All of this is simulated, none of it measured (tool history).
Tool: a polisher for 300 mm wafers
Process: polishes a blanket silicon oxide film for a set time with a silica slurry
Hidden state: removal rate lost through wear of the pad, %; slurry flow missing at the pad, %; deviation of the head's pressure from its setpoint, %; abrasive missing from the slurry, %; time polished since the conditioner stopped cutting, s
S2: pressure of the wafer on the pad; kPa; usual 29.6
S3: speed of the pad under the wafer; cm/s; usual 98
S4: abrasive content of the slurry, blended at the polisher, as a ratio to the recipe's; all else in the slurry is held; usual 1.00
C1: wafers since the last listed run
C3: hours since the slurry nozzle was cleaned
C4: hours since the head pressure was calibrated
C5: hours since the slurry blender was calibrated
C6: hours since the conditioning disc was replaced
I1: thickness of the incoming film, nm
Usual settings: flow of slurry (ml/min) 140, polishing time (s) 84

run 1 hour=0.0 | flow_of_slurry_(ml/min)=140 S2=29.6 S3=98 S4=1.00 polishing_time_(s)=84 | C1=0 wafers_polished_on_this_pad=230 C3=323.6 C4=550.9 C5=82.1 C6=78.4 | I1=994.1 | film_removed_(nm)=239.2
run 2 hour=44.2 | flow_of_slurry_(ml/min)=140 S2=29.6 S3=98 S4=1.00 polishing_time_(s)=84 | C1=539 wafers_polished_on_this_pad=769 C3=367.8 C4=595.1 C5=126.3 C6=122.6 | I1=1020.0 | film_removed_(nm)=236.4
-- hour=49.0 conditioning disc replaced and pad reconditioned
run 3 hour=56.9 | flow_of_slurry_(ml/min)=140 S2=29.6 S3=98 S4=1.00 polishing_time_(s)=84 | C1=130 wafers_polished_on_this_pad=899 C3=380.5 C4=607.8 C5=139.0 C6=7.9 | I1=998.0 | film_removed_(nm)=236.3
-- hour=72.2 worn pad replaced by a new one
run 4 hour=75.4 | flow_of_slurry_(ml/min)=140 S2=29.6 S3=76 S4=1.00 polishing_time_(s)=91 | C1=176 wafers_polished_on_this_pad=38 C3=399.0 C4=626.3 C5=157.5 C6=26.4 | I1=993.9 | film_removed_(nm)=209.6
run 5 hour=105.8 | flow_of_slurry_(ml/min)=140 S2=29.6 S3=76 S4=1.00 polishing_time_(s)=91 | C1=370 wafers_polished_on_this_pad=409 C3=429.4 C4=656.7 C5=187.9 C6=56.8 | I1=998.5 | film_removed_(nm)=207.8
run 6 hour=170.0 | flow_of_slurry_(ml/min)=140 S2=29.6 S3=76 S4=1.00 polishing_time_(s)=91 | C1=782 wafers_polished_on_this_pad=1192 C3=493.6 C4=720.9 C5=252.1 C6=121.0 | I1=1008.7 | film_removed_(nm)=206.2
-- hour=174.8 worn pad replaced by a new one, of another model than before
-- hour=186.5 conditioning disc replaced and pad reconditioned
run 7 hour=205.4 | flow_of_slurry_(ml/min)=140 S2=29.6 S3=98 S4=1.00 polishing_time_(s)=84 | C1=358 wafers_polished_on_this_pad=348 C3=529.0 C4=756.3 C5=287.5 C6=18.9 | I1=995.6 | film_removed_(nm)=224.2
run 8 hour=226.7 | flow_of_slurry_(ml/min)=140 S2=29.6 S3=98 S4=1.00 polishing_time_(s)=84 | C1=259 wafers_polished_on_this_pad=608 C3=550.3 C4=777.6 C5=308.8 C6=40.2 | I1=998.7 | film_removed_(nm)=231.9
run 9 hour=251.1 | flow_of_slurry_(ml/min)=180 S2=29.6 S3=90 S4=1.00 polishing_time_(s)=84 | C1=297 wafers_polished_on_this_pad=905 C3=574.7 C4=802.0 C5=333.2 C6=64.6 | I1=1011.3 | film_removed_(nm)=225.2
-- hour=259.5 worn pad replaced by a new one
run 10 hour=271.8 | flow_of_slurry_(ml/min)=140 S2=38.6 S3=98 S4=1.00 polishing_time_(s)=84 | C1=203 wafers_polished_on_this_pad=150 C3=595.4 C4=822.7 C5=353.9 C6=85.3 | I1=1007.9 | film_removed_(nm)=259.0
-- hour=278.0 slurry blender recalibrated
run 11 hour=306.0 | flow_of_slurry_(ml/min)=110 S2=29.6 S3=80 S4=0.75 polishing_time_(s)=75 | C1=392 wafers_polished_on_this_pad=542 C3=629.6 C4=856.9 C5=28.0 C6=119.5 | I1=1018.8 | film_removed_(nm)=143.8
-- hour=315.9 slurry nozzle cleaned
-- hour=320.3 head pressure recalibrated
-- hour=322.3 conditioning disc replaced and pad reconditioned
run 12 hour=328.2 | flow_of_slurry_(ml/min)=160 S2=37.9 S3=86 S4=1.00 polishing_time_(s)=74 | C1=209 wafers_polished_on_this_pad=752 C3=12.3 C4=7.9 C5=50.2 C6=5.9 | I1=1021.1 | film_removed_(nm)=232.2
run 13 hour=340.2 | flow_of_slurry_(ml/min)=180 S2=29.6 S3=90 S4=1.00 polishing_time_(s)=84 | C1=146 wafers_polished_on_this_pad=899 C3=24.3 C4=19.9 C5=62.2 C6=17.9 | I1=1008.7 | film_removed_(nm)=234.9
-- hour=355.8 worn pad replaced by a new one
run 14 hour=371.1 | flow_of_slurry_(ml/min)=140 S2=29.6 S3=98 S4=1.00 polishing_time_(s)=84 | C1=328 wafers_polished_on_this_pad=186 C3=55.2 C4=50.8 C5=93.1 C6=48.8 | I1=1022.1 | film_removed_(nm)=241.7
run 15 hour=403.3 | flow_of_slurry_(ml/min)=140 S2=29.6 S3=98 S4=0.85 polishing_time_(s)=84 | C1=392 wafers_polished_on_this_pad=579 C3=87.4 C4=83.0 C5=125.3 C6=81.0 | I1=1016.1 | film_removed_(nm)=207.8
run 16 hour=417.5 | flow_of_slurry_(ml/min)=140 S2=29.6 S3=98 S4=1.00 polishing_time_(s)=84 | C1=173 wafers_polished_on_this_pad=752 C3=101.6 C4=97.2 C5=139.5 C6=95.2 | I1=1004.8 | film_removed_(nm)=243.3
-- hour=453.5 worn pad replaced by a new one
run 17 hour=454.0 | flow_of_slurry_(ml/min)=115 S2=29.6 S3=98 S4=1.00 polishing_time_(s)=84 | C1=396 wafers_polished_on_this_pad=6 C3=138.1 C4=133.7 C5=176.0 C6=131.7 | I1=1023.3 | film_removed_(nm)=232.1

Forecast each of these 5 alternatives for the next run:
run A hour=454.5 | flow_of_slurry_(ml/min)=140 S2=29.6 S3=98 S4=1.00 polishing_time_(s)=84 | C1=6 wafers_polished_on_this_pad=12 C3=138.6 C4=134.2 C5=176.5 C6=132.2 | I1=1025.8 | film_removed_(nm)=?
run B hour=454.5 | flow_of_slurry_(ml/min)=140 S2=29.6 S3=64 S4=1.00 polishing_time_(s)=84 | C1=6 wafers_polished_on_this_pad=12 C3=138.6 C4=134.2 C5=176.5 C6=132.2 | I1=1025.8 | film_removed_(nm)=?
run C hour=454.5 | flow_of_slurry_(ml/min)=165 S2=29.6 S3=98 S4=1.15 polishing_time_(s)=84 | C1=6 wafers_polished_on_this_pad=12 C3=138.6 C4=134.2 C5=176.5 C6=132.2 | I1=1025.8 | film_removed_(nm)=?
run D hour=454.5 | flow_of_slurry_(ml/min)=140 S2=40.0 S3=112 S4=1.15 polishing_time_(s)=84 | C1=6 wafers_polished_on_this_pad=12 C3=138.6 C4=134.2 C5=176.5 C6=132.2 | I1=1025.8 | film_removed_(nm)=?
run E hour=454.5 | flow_of_slurry_(ml/min)=140 S2=29.6 S3=98 S4=0.85 polishing_time_(s)=68 | C1=6 wafers_polished_on_this_pad=12 C3=138.6 C4=134.2 C5=176.5 C6=132.2 | I1=1025.8 | film_removed_(nm)=?

run=A film_removed_(nm)=232.8
run=B film_removed_(nm)=181.0
run=C film_removed_(nm)=260.5
run=D film_removed_(nm)=328.7
run=E film_removed_(nm)=164.0
Without the tool's hidden state the same runs would have given:
run=A film_removed_(nm)=241.9
run=B film_removed_(nm)=188.1
run=C film_removed_(nm)=269.4
run=D film_removed_(nm)=340.0
run=E film_removed_(nm)=171.3

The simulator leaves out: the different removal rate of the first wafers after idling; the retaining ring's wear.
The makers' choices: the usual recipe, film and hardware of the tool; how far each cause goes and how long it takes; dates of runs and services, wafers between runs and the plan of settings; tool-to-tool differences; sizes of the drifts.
